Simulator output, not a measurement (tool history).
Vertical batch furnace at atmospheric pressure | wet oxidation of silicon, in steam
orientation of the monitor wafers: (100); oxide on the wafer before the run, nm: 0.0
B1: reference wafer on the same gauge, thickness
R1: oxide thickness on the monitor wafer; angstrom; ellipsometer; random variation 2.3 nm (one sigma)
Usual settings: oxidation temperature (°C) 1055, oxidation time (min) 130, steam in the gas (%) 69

Run 1, hour 0: usual settings but oxidation time (min) 93.5; B1 620.21. Result: R1 5556.7 angstrom.
Run 2, hour 17: usual settings but oxidation time (min) 93.5; B1 620.13. Result: R1 5562 angstrom.
Run 3, hour 28.7: usual settings; B1 620.58. Result: R1 6779 angstrom.
Run 4, hour 40.6: usual settings; B1 619.36. Result: R1 6739.7 angstrom.
Run 5, hour 66.7: usual settings; B1 620.14. Result: R1 6799.8 angstrom.
Run 6, hour 78.6: usual settings; B1 619.12. Result: R1 6768.5 angstrom.
Run 7, hour 89.6: usual settings but oxidation temperature (°C) 1069; B1 620.48. Result: R1 7225.1 angstrom.
Run 8, hour 101: usual settings but oxidation temperature (°C) 1069; B1 619.05. Result: R1 7199.4 angstrom.
Run 9, hour 115.4: usual settings but steam in the gas (%) 74; B1 619.63. Result: R1 7014.9 angstrom.
Run 10, hour 140.8: usual settings but steam in the gas (%) 74; B1 620.68. Result: R1 7062.5 angstrom.
Run 11, hour 164.6: usual settings but steam in the gas (%) 74; B1 620.01. Result: R1 7069.5 angstrom.
Run 12, hour 187.4: usual settings; B1 619.65. Result: R1 6713 angstrom.
Run 13, hour 199.1: usual settings; B1 620.35. Result: R1 6790.4 angstrom.
Run 14, hour 208.4: usual settings but oxidation temperature (°C) 1070; B1 620.54. Result: R1 7196.3 angstrom.
Run 15, hour 229.5: usual settings but oxidation temperature (°C) 1043, oxidation time (min) 182.5, steam in the gas (%) 65; B1 619.98. Result: R1 7530 angstrom.
At hour 243.3: gauge calibrated.
Run 16, hour 252.6: usual settings; B1 620.89. Result: R1 6780.5 angstrom.
Run 17, hour 268.5: usual settings; B1 619.91. Result: R1 6752.3 angstrom.
Run 18, hour 293.3: usual settings but steam in the gas (%) 76; B1 620.95. Result: R1 7192.5 angstrom.
Run 19, hour 309.2: usual settings; B1 620.39. Result: R1 6714.9 angstrom.
Run 20, hour 330.4: usual settings; B1 620.47. Result: R1 6759.9 angstrom.
Run 21, hour 354.5: usual settings but oxidation temperature (°C) 1046, oxidation time (min) 98.5, steam in the gas (%) 64; B1 619.38. Result: R1 5246.9 angstrom.
At hour 384: thermocouples replaced and temperature profile calibrated.
Run 22, hour 384.5: usual settings but oxidation temperature (°C) 1033, oxidation time (min) 163, steam in the gas (%) 59; B1 620.65. Result: R1 6324.6 angstrom.
At hour 417.9: steam generator serviced.
Run 23, hour 418.4: usual settings but oxidation temperature (°C) 1036, oxidation time (min) 187.5; B1 619.55. Result: R1 8066.8 angstrom.
Run 24, hour 424.7: usual settings but oxidation temperature (°C) 1065, oxidation time (min) 180.5; B1 619.93. Result: R1 9000.4 angstrom.
Run 25, hour 434.8: usual settings; B1 620.38. Result: R1 7137.7 angstrom.
Run 26, hour 445.8: usual settings but oxidation temperature (°C) 1043, oxidation time (min) 78.5, steam in the gas (%) 64; B1 619.91. Result: R1 4752.9 angstrom.
Run 27, hour 456.2: usual settings but oxidation temperature (°C) 1046, oxidation time (min) 98.5, steam in the gas (%) 64; B1 619.65. Result: R1 5529.7 angstrom.
Run 28, hour 482.6: usual settings but steam in the gas (%) 77; B1 620.04. Result: R1 7576.3 angstrom.
Run 29, hour 506.1: usual settings but oxidation temperature (°C) 1079, oxidation time (min) 180.5, steam in the gas (%) 72; B1 619.68. Result: R1 9710 angstrom.
Run 30, hour 520.9: usual settings but oxidation temperature (°C) 1042, oxidation time (min) 69, steam in the gas (%) 62; B1 620.41. Result: R1 4241.6 angstrom.
Run 31, hour 542.9: usual settings but steam in the gas (%) 62; B1 619.75. Result: R1 6728.2 angstrom.
Run 32, hour 553.4: usual settings; B1 620.82. Result: R1 7128.2 angstrom.
Run 33, hour 577.1: usual settings but steam in the gas (%) 77; B1 619.85. Result: R1 7578.4 angstrom.
Run 34, hour 595.8: usual settings; B1 619.4. Result: R1 7066.6 angstrom.
Run 35, hour 613.8: usual settings but oxidation temperature (°C) 1034, oxidation time (min) 155.5; B1 619.5. Result: R1 7127.3 angstrom.
Run 36, hour 623.6: usual settings but oxidation temperature (°C) 1065; B1 620.17. Result: R1 7386.4 angstrom.
Run 37, hour 675.1: usual settings but oxidation temperature (°C) 1077; B1 620.05. Result: R1 7793.2 angstrom.
Run 38, hour 689.6: usual settings but steam in the gas (%) 75; B1 619.56. Result: R1 7420.9 angstrom.

4 ways to go on from here, each from the tool as it stands after run 38. What would each give?
Run A, hour 696: usual settings but oxidation time (min) 160; B1 ?. Result: R1 ?.
Run B, hour 696: usual settings but oxidation temperature (°C) 1038, oxidation time (min) 193, steam in the gas (%) 60; B1 ?. Result: R1 ?.
Run C, hour 696: usual settings but oxidation temperature (°C) 1032, oxidation time (min) 107.5, steam in the gas (%) 75; B1 ?. Result: R1 ?.
Run D, hour 696: usual settings but oxidation temperature (°C) 1067, oxidation time (min) 184, steam in the gas (%) 81; B1 ?. Result: R1 ?.

run      B1      R1
  A  620.29  7933.1
  B  620.29  7547.9
  C  620.29  5894.2
  D  620.29  9874.9
Without the tool's hidden state the same runs would have given:
run      R1
  A  8042.8
  B  7654.9
  C  5981.2
  D   10007
